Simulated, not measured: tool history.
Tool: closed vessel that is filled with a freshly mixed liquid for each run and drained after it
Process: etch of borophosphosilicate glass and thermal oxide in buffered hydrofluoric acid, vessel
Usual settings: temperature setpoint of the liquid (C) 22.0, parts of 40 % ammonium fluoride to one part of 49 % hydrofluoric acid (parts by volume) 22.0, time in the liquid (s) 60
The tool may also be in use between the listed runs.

run,hour,temperature setpoint of the liquid (C),parts of 40 % ammonium fluoride to one part of 49 % hydrofluoric acid (parts by volume),time in the liquid (s),"read-back film thickness of the borophosphosilicate glass reference wafer, read on the same gauge (nm)","read-back film thickness of the thermal oxide reference wafer, read on the same gauge (nm)",thickness taken off the borophosphosilicate glass on a monitor wafer (nm),thickness taken off the thermal oxide on a monitor wafer (nm)
1,0.0,22.0,22.0,50,120.01,150.00,78.93,27.28
# hour 21.7: hydrofluoric acid flow meter replaced
2,28.1,22.0,22.0,50,120.01,149.99,74.26,25.85
3,53.5,22.0,22.0,85,119.99,150.03,126.52,44.16
4,99.9,26.5,25.0,80,120.00,150.00,139.81,48.76
5,121.7,22.0,17.5,35,120.01,149.99,64.65,22.41
6,140.3,22.0,24.5,45,119.99,149.97,63.41,22.21
7,155.4,25.0,19.0,60,120.00,150.00,120.56,42.20
8,169.6,22.0,22.0,60,120.00,150.00,91.16,31.90
# hour 174.3: gauge calibrated
9,195.3,24.5,30.0,85,120.01,149.98,119.18,42.51
10,223.7,22.0,27.0,60,120.04,150.01,79.25,27.35
11,257.2,23.5,17.5,60,119.99,150.00,124.34,42.34
12,275.1,27.0,22.0,60,120.00,150.00,121.55,42.70
13,289.4,24.5,19.0,60,120.01,149.99,120.34,42.10
14,315.6,22.0,22.0,30,120.03,149.99,46.51,16.15
15,347.6,23.5,17.5,60,120.01,149.98,124.00,43.60
16,377.4,19.5,15.0,30,120.00,150.01,58.78,20.36
17,397.6,25.0,19.0,60,119.98,149.99,124.21,43.01
18,423.4,22.0,22.0,60,120.00,150.00,92.74,32.89
19,437.9,25.0,25.0,80,120.03,149.98,136.35,47.17
20,459.5,18.5,19.0,30,119.99,150.00,44.28,15.59
21,483.3,22.0,22.0,60,119.97,150.00,94.32,33.38
22,500.7,22.0,24.5,45,119.99,150.01,66.11,23.02
23,517.2,26.5,22.0,30,119.99,150.01,60.09,20.90
24,536.3,24.0,22.0,60,120.00,150.01,106.06,37.04
25,564.9,22.0,22.0,60,120.03,150.01,96.36,33.40
26,588.7,22.0,15.0,60,120.01,150.01,137.06,48.75

3 ways to go on from here, each from the tool as it stands after run 26. What would each give?
A,589.4,22.0,22.0,60,?,?,?,?
B,589.4,19.5,22.0,60,?,?,?,?
C,589.4,26.0,18.5,45,?,?,?,?

run,"read-back film thickness of the borophosphosilicate glass reference wafer, read on the same gauge (nm)","read-back film thickness of the thermal oxide reference wafer, read on the same gauge (nm)",thickness taken off the borophosphosilicate glass on a monitor wafer (nm),thickness taken off the thermal oxide on a monitor wafer (nm)
A,120.00,150.00,96.38,33.53
B,120.00,150.00,84.03,29.19
C,120.00,150.00,104.95,36.57
Without the tool's hidden state the same runs would have given:
run,thickness taken off the borophosphosilicate glass on a monitor wafer (nm),thickness taken off the thermal oxide on a monitor wafer (nm)
A,86.36,30.03
B,75.20,26.11
C,92.82,32.33
